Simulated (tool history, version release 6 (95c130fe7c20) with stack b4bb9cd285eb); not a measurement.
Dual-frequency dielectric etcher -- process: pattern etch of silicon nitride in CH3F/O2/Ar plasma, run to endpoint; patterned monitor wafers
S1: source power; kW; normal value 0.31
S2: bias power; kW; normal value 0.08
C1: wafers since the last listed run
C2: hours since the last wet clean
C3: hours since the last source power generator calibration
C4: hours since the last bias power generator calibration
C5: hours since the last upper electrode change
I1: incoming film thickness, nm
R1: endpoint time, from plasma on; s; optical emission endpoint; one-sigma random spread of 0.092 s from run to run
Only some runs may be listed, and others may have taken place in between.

| run | hour | S1 | S2 | C1 | C2 | C3 | C4 | C5 | I1 | R1 |
|---|---|---|---|---|---|---|---|---|---|---|
| 1 | 0 | 0.31 | 0.08 | 0 | 449.2 | 2671.8 | 1545.2 | 3189.9 | 17.83 | 32 |
| 2 | 28.2 | 0.31 | 0.08 | 386 | 477.4 | 2700 | 1573.4 | 3218.1 | 17.91 | 32.1 |
| 3 | 56.1 | 0.31 | 0.08 | 382 | 505.3 | 2727.9 | 1601.3 | 3246 | 17.53 | 31.8 |
| 4 | 85 | 0.31 | 0.08 | 395 | 534.2 | 2756.8 | 1630.2 | 3274.9 | 17.8 | 32.2 |
| 5 | 112.8 | 0.31 | 0.08 | 380 | 562 | 2784.6 | 1658 | 3302.7 | 17.88 | 32.2 |
| 6 | 131.2 | 0.31 | 0.08 | 252 | 580.4 | 2803 | 1676.4 | 3321.1 | 17.7 | 32.3 |
|  | 138.9 | bias power generator calibrated |
|  | 158.8 | upper electrode replaced |
|  | 180.2 | wet clean of the chamber |
| 7 | 180.7 | 0.31 | 0.067 | 56 | 0.5 | 2852.5 | 41.8 | 21.9 | 17.78 | 33.6 |
| 8 | 186.1 | 0.37 | 0.065 | 73 | 5.9 | 2857.9 | 47.2 | 27.3 | 17.89 | 30.8 |
| 9 | 202.5 | 0.31 | 0.074 | 224 | 22.3 | 2874.3 | 63.6 | 43.7 | 17.87 | 32.1 |
| 10 | 226.9 | 0.31 | 0.063 | 334 | 46.7 | 2898.7 | 88 | 68.1 | 17.83 | 34.6 |
|  | 235.7 | source power generator calibrated |
| 11 | 261.1 | 0.24 | 0.08 | 413 | 80.9 | 25.4 | 122.2 | 102.3 | 17.75 | 36.8 |
| 12 | 292.5 | 0.31 | 0.08 | 430 | 112.3 | 56.8 | 153.6 | 133.7 | 17.86 | 31.3 |
| 13 | 323.2 | 0.31 | 0.08 | 420 | 143 | 87.5 | 184.3 | 164.4 | 17.7 | 31.2 |
| 14 | 352.9 | 0.27 | 0.091 | 406 | 172.7 | 117.2 | 214 | 194.1 | 17.82 | 32.5 |

Here are 4 independent what-if runs from the current tool condition. What would each one return?
| A | 353.3 | 0.38 | 0.08 | 5 | 173.1 | 117.6 | 214.4 | 194.5 | 17.83 | ? |
| B | 353.3 | 0.31 | 0.062 | 5 | 173.1 | 117.6 | 214.4 | 194.5 | 17.83 | ? |
| C | 353.3 | 0.36 | 0.096 | 5 | 173.1 | 117.6 | 214.4 | 194.5 | 17.83 | ? |
| D | 353.3 | 0.37 | 0.089 | 5 | 173.1 | 117.6 | 214.4 | 194.5 | 17.83 | ? |

| run | R1 |
|---|---|
| A | 28 |
| B | 35.3 |
| C | 26.6 |
| D | 27.1 |
What these runs would have given with no unlogged condition in the tool:
| run | R1 |
|---|---|
| A | 27.4 |
| B | 34.6 |
| C | 26.1 |
| D | 26.6 |

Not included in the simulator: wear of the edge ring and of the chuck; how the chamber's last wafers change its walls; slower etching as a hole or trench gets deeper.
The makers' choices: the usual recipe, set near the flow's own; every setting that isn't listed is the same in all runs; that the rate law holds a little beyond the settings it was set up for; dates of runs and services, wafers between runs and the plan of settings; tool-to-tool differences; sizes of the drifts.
